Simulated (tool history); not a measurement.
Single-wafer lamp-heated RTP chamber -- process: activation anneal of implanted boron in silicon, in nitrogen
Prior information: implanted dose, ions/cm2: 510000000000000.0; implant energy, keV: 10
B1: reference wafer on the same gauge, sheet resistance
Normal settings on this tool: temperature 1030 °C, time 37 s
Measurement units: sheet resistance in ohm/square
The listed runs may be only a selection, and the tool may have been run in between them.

run 1 hour=0.0 | temperature=1030 time=37 | B1=228.23 | sheet_resistance=196.31
-- hour=4.3 reflector plate cleaned
run 2 hour=25.2 | temperature=1030 time=37 | B1=228.43 | sheet_resistance=196.64
run 3 hour=55.5 | temperature=1036 time=54 | B1=228.48 | sheet_resistance=194.61
run 4 hour=159.9 | temperature=1036 time=54 | B1=228.77 | sheet_resistance=194.92
-- hour=191.8 reflector plate cleaned
run 5 hour=192.9 | temperature=1036 time=54 | B1=229.08 | sheet_resistance=195.29
run 6 hour=213.8 | temperature=1030 time=52 | B1=229.25 | sheet_resistance=195.78
run 7 hour=234.1 | temperature=1030 time=52 | B1=229.29 | sheet_resistance=196.28
-- hour=266.6 pyrometer window cleaned and pyrometer calibrated
run 8 hour=286.5 | temperature=1030 time=37 | B1=229.63 | sheet_resistance=197.52
-- hour=291.0 gauge calibrated
run 9 hour=319.8 | temperature=1030 time=37 | B1=228.30 | sheet_resistance=196.64
run 10 hour=344.6 | temperature=1030 time=37 | B1=228.20 | sheet_resistance=196.25
-- hour=366.3 reflector plate cleaned
run 11 hour=367.7 | temperature=1030 time=37 | B1=228.37 | sheet_resistance=195.90
run 12 hour=403.3 | temperature=1030 time=37 | B1=228.33 | sheet_resistance=196.78
run 13 hour=421.9 | temperature=1030 time=37 | B1=228.25 | sheet_resistance=195.77
run 14 hour=451.8 | temperature=1030 time=37 | B1=228.39 | sheet_resistance=196.67
run 15 hour=480.6 | temperature=1052 time=37 | B1=228.37 | sheet_resistance=195.15
run 16 hour=503.9 | temperature=1045 time=18 | B1=228.52 | sheet_resistance=197.56
-- hour=521.8 reflector plate cleaned
run 17 hour=523.2 | temperature=1017 time=29 | B1=228.47 | sheet_resistance=198.18
run 18 hour=558.6 | temperature=1030 time=51 | B1=228.70 | sheet_resistance=195.75
-- hour=588.5 pyrometer window cleaned and pyrometer calibrated
run 19 hour=589.0 | temperature=1001 time=27 | B1=228.77 | sheet_resistance=200.19
run 20 hour=620.7 | temperature=1019 time=29 | B1=228.90 | sheet_resistance=197.86
run 21 hour=648.1 | temperature=1030 time=37 | B1=228.93 | sheet_resistance=196.86
run 22 hour=667.5 | temperature=1006 time=19 | B1=228.97 | sheet_resistance=200.18
-- hour=689.4 reflector plate cleaned
run 23 hour=689.9 | temperature=1030 time=37 | B1=229.04 | sheet_resistance=196.84
run 24 hour=769.4 | temperature=1030 time=37 | B1=229.56 | sheet_resistance=196.96
run 25 hour=785.8 | temperature=1058 time=16 | B1=229.66 | sheet_resistance=198.38
run 26 hour=818.8 | temperature=1001 time=56 | B1=229.69 | sheet_resistance=199.13
run 27 hour=848.6 | temperature=1046 time=37 | B1=229.87 | sheet_resistance=196.80
-- hour=867.7 reflector plate cleaned
-- hour=879.9 gauge calibrated
-- hour=882.1 pyrometer window cleaned and pyrometer calibrated
run 28 hour=882.6 | temperature=1030 time=37 | B1=227.68 | sheet_resistance=196.35
run 29 hour=906.3 | temperature=1005 time=44 | B1=227.74 | sheet_resistance=197.71

Below are 4 alternative next runs, each starting from the tool's condition after run 29. Predict each:
run A hour=906.7 | temperature=1030 time=37 | B1=? | sheet_resistance=?
run B hour=906.7 | temperature=1050 time=25 | B1=? | sheet_resistance=?
run C hour=906.7 | temperature=1019 time=37 | B1=? | sheet_resistance=?
run D hour=906.7 | temperature=1002 time=31 | B1=? | sheet_resistance=?

run=A B1=227.79 sheet_resistance=195.70
run=B B1=227.79 sheet_resistance=195.92
run=C B1=227.79 sheet_resistance=196.36
run=D B1=227.79 sheet_resistance=198.57
Had the tool no hidden state, the same runs would have come out as:
run=A sheet_resistance=195.90
run=B sheet_resistance=196.13
run=C sheet_resistance=196.57
run=D sheet_resistance=198.77

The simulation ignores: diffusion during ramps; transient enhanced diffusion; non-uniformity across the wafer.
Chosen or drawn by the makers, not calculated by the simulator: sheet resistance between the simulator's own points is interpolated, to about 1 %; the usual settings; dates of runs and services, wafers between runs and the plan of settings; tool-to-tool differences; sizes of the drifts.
